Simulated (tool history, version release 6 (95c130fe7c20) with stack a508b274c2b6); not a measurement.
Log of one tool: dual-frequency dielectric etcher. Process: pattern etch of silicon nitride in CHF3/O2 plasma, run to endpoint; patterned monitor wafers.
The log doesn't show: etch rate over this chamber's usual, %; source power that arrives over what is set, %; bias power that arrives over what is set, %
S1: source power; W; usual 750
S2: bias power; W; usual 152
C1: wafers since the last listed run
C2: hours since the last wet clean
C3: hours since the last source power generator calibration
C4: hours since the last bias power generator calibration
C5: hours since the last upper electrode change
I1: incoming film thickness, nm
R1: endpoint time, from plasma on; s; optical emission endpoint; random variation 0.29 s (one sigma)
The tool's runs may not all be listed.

run 1 hour=0.0 | S1=610 S2=123 | C1=0 C2=36.5 C3=2165.4 C4=323.7 C5=1622.4 | I1=108.3 | R1=79.9
run 2 hour=75.1 | S1=610 S2=123 | C1=996 C2=111.6 C3=2240.5 C4=398.8 C5=1697.5 | I1=108.3 | R1=80.2
run 3 hour=144.7 | S1=810 S2=152 | C1=923 C2=181.2 C3=2310.1 C4=468.4 C5=1767.1 | I1=108.0 | R1=65.8
run 4 hour=233.6 | S1=810 S2=152 | C1=1180 C2=270.1 C3=2399.0 C4=557.3 C5=1856.0 | I1=109.7 | R1=68.2
run 5 hour=334.5 | S1=810 S2=152 | C1=1339 C2=371.0 C3=2499.9 C4=658.2 C5=1956.9 | I1=107.8 | R1=66.9
run 6 hour=405.5 | S1=750 S2=152 | C1=942 C2=442.0 C3=2570.9 C4=729.2 C5=2027.9 | I1=107.3 | R1=69.4
run 7 hour=612.9 | S1=840 S2=152 | C1=2752 C2=649.4 C3=2778.3 C4=936.6 C5=2235.3 | I1=108.8 | R1=67.2
-- hour=647.5 wet clean of the chamber
run 8 hour=681.8 | S1=840 S2=152 | C1=595 C2=34.3 C3=2847.2 C4=1005.5 C5=2304.2 | I1=108.5 | R1=65.3
-- hour=759.5 source power generator calibrated
run 9 hour=771.9 | S1=840 S2=152 | C1=1142 C2=124.4 C3=12.4 C4=1095.6 C5=2394.3 | I1=107.9 | R1=65.5
run 10 hour=868.9 | S1=750 S2=152 | C1=1287 C2=221.4 C3=109.4 C4=1192.6 C5=2491.3 | I1=109.1 | R1=69.2
-- hour=895.7 upper electrode replaced
run 11 hour=967.5 | S1=750 S2=152 | C1=990 C2=320.0 C3=208.0 C4=1291.2 C5=71.8 | I1=108.6 | R1=69.3
run 12 hour=1055.7 | S1=750 S2=152 | C1=1170 C2=408.2 C3=296.2 C4=1379.4 C5=160.0 | I1=108.0 | R1=68.8
run 13 hour=1100.3 | S1=880 S2=172 | C1=592 C2=452.8 C3=340.8 C4=1424.0 C5=204.6 | I1=108.3 | R1=63.0
run 14 hour=1189.9 | S1=840 S2=181 | C1=1189 C2=542.4 C3=430.4 C4=1513.6 C5=294.2 | I1=108.8 | R1=63.6
-- hour=1237.9 wet clean of the chamber
run 15 hour=1288.8 | S1=750 S2=152 | C1=994 C2=50.9 C3=529.3 C4=1612.5 C5=393.1 | I1=110.1 | R1=69.1
run 16 hour=1379.2 | S1=830 S2=186 | C1=1199 C2=141.3 C3=619.7 C4=1702.9 C5=483.5 | I1=108.3 | R1=62.6
run 17 hour=1462.6 | S1=860 S2=134 | C1=1107 C2=224.7 C3=703.1 C4=1786.3 C5=566.9 | I1=108.4 | R1=67.4
-- hour=1503.1 bias power generator calibrated
run 18 hour=1524.4 | S1=750 S2=152 | C1=767 C2=286.5 C3=764.9 C4=21.3 C5=628.7 | I1=107.3 | R1=68.7

Forecast run 19:
run 19 hour=1597.1 | S1=870 S2=187 | C1=965 C2=359.2 C3=837.6 C4=94.0 C5=701.4 | I1=108.4 | R1=?

R1: 61.5 s
Without the tool's hidden state the same run would have given R1 60.5 s.
